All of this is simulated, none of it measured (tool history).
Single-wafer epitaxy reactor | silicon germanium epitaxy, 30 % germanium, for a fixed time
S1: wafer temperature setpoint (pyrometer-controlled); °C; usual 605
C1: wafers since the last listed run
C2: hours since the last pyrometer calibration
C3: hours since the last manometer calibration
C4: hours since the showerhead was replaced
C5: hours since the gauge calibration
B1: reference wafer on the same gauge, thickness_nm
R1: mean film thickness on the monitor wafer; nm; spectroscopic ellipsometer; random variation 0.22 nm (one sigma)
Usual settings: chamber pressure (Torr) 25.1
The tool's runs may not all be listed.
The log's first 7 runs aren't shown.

Run 8, day 24.971: usual settings; C1 4590; C2 363.5; C3 775.4; C4 1816.5; C5 1470.8; B1 59.14. Result: R1 70.976 nm.
Run 9, day 27.633: usual settings; C1 1322; C2 427.4; C3 839.3; C4 1880.4; C5 1534.7; B1 59.183. Result: R1 71.35 nm.
Run 10, day 29.438: usual settings but S1 601 °C; C1 896; C2 470.7; C3 882.6; C4 1923.7; C5 1578; B1 59.108. Result: R1 66.871 nm.
Run 11, day 33.321: usual settings but S1 601 °C; C1 1929; C2 563.9; C3 975.8; C4 2016.9; C5 1671.2; B1 59.105. Result: R1 66.337 nm.
Run 12, day 37.608: usual settings; C1 2129; C2 666.8; C3 1078.7; C4 2119.8; C5 1774.1; B1 59.049. Result: R1 71.539 nm.
Run 13, day 40.867: usual settings; C1 1618; C2 745; C3 1156.9; C4 2198; C5 1852.3; B1 59.152. Result: R1 71.224 nm.
Run 14, day 43.025: usual settings; C1 1072; C2 796.8; C3 1208.7; C4 2249.8; C5 1904.1; B1 59.172. Result: R1 71.258 nm.
Run 15, day 45.275: usual settings but chamber pressure (Torr) 20.1; C1 1117; C2 850.8; C3 1262.7; C4 2303.8; C5 1958.1; B1 59.033. Result: R1 65.48 nm.
Run 16, day 47.446: usual settings but chamber pressure (Torr) 20.1; C1 1078; C2 902.9; C3 1314.8; C4 2355.9; C5 2010.2; B1 59.057. Result: R1 65.065 nm.
At day 49.312: pyrometer calibrated.
Run 17, day 51.35: usual settings but S1 612 °C, chamber pressure (Torr) 29; C1 1773; C2 48.9; C3 1408.5; C4 2449.6; C5 2103.9; B1 59.086. Result: R1 84.679 nm.
Run 18, day 55.246: usual settings; C1 1935; C2 142.4; C3 1502; C4 2543.1; C5 2197.4; B1 59.115. Result: R1 71.023 nm.
Run 19, day 59.508: usual settings but S1 614 °C, chamber pressure (Torr) 28.6; C1 2117; C2 244.7; C3 1604.3; C4 2645.4; C5 2299.7; B1 59.204. Result: R1 86.483 nm.
Run 20, day 62.488: usual settings; C1 1479; C2 316.2; C3 1675.8; C4 2716.9; C5 2371.2; B1 59.197. Result: R1 70.871 nm.
At day 62.833: capacitance manometer re-zeroed and calibrated.
Run 21, day 65.396: usual settings but S1 611 °C, chamber pressure (Torr) 22.8; C1 1279; C2 386; C3 61.5; C4 2786.7; C5 2441; B1 59.088. Result: R1 74.327 nm.
Run 22, day 68.2: usual settings but S1 598 °C, chamber pressure (Torr) 27.7; C1 1393; C2 453.3; C3 128.8; C4 2854; C5 2508.3; B1 59.21. Result: R1 64.369 nm.
Run 23, day 70.846: usual settings but S1 616 °C, chamber pressure (Torr) 20.5; C1 1314; C2 516.8; C3 192.3; C4 2917.5; C5 2571.8; B1 59.164. Result: R1 76.975 nm.
Run 24, day 74.35: usual settings but S1 615 °C, chamber pressure (Torr) 29.1; C1 1740; C2 600.9; C3 276.4; C4 3001.6; C5 2655.9; B1 59.156. Result: R1 86.813 nm.
At day 75.062: gauge calibrated.
At day 75.975: showerhead replaced.
At day 78.162: capacitance manometer re-zeroed and calibrated, repeated, since the last time left the tool worse.
Run 25, day 79.933: usual settings but S1 600 °C, chamber pressure (Torr) 23.3; C1 2442; C2 734.9; C3 42.5; C4 95; C5 116.9; B1 59.07. Result: R1 64.516 nm.
Run 26, day 82.804: usual settings but S1 591 °C; C1 1426; C2 803.8; C3 111.4; C4 163.9; C5 185.8; B1 59.088. Result: R1 56.775 nm.
Run 27, day 86.679: usual settings but S1 599 °C, chamber pressure (Torr) 27.4; C1 1924; C2 896.8; C3 204.4; C4 256.9; C5 278.8; B1 59.083. Result: R1 67.277 nm.
Run 28, day 89.871: usual settings but S1 600 °C; C1 1585; C2 973.4; C3 281; C4 333.5; C5 355.4; B1 59.124. Result: R1 65.95 nm.
Run 29, day 93.558: usual settings but chamber pressure (Torr) 20.8; C1 1831; C2 1061.9; C3 369.5; C4 422; C5 443.9; B1 59.19. Result: R1 66.495 nm.
At day 98.292: pyrometer calibrated.
Run 30, day 104.779: usual settings but S1 601 °C, chamber pressure (Torr) 19.8; C1 5408; C2 155.7; C3 638.8; C4 691.3; C5 713.2; B1 59.183. Result: R1 60.779 nm.
Run 31, day 108.071: usual settings; C1 1635; C2 234.7; C3 717.8; C4 770.3; C5 792.2; B1 59.042. Result: R1 71.412 nm.
Run 32, day 109.8: usual settings but chamber pressure (Torr) 26.7; C1 858; C2 276.2; C3 759.3; C4 811.8; C5 833.7; B1 59.011. Result: R1 73.135 nm.

Forecast each of these 5 alternatives for the next run:
Run A, day 109.817: usual settings; C1 8; C2 276.6; C3 759.7; C4 812.2; C5 834.1; B1 ?. Result: R1 ?.
Run B, day 109.817: usual settings but S1 618 °C, chamber pressure (Torr) 30.7; C1 8; C2 276.6; C3 759.7; C4 812.2; C5 834.1; B1 ?. Result: R1 ?.
Run C, day 109.817: usual settings but S1 618 °C, chamber pressure (Torr) 20.7; C1 8; C2 276.6; C3 759.7; C4 812.2; C5 834.1; B1 ?. Result: R1 ?.
Run D, day 109.817: usual settings but chamber pressure (Torr) 30; C1 8; C2 276.6; C3 759.7; C4 812.2; C5 834.1; B1 ?. Result: R1 ?.
Run E, day 109.817: usual settings but S1 611 °C, chamber pressure (Torr) 30.3; C1 8; C2 276.6; C3 759.7; C4 812.2; C5 834.1; B1 ?. Result: R1 ?.

run      B1      R1
  A  59.127  71.431
  B  59.127  95.825
  C  59.127  81.936
  D  59.127  76.679
  E  59.127  85.025
Without the tool's hidden state the same runs would have given:
run      R1
  A   72.35
  B  97.057
  C  82.989
  D  77.665
  E  86.118

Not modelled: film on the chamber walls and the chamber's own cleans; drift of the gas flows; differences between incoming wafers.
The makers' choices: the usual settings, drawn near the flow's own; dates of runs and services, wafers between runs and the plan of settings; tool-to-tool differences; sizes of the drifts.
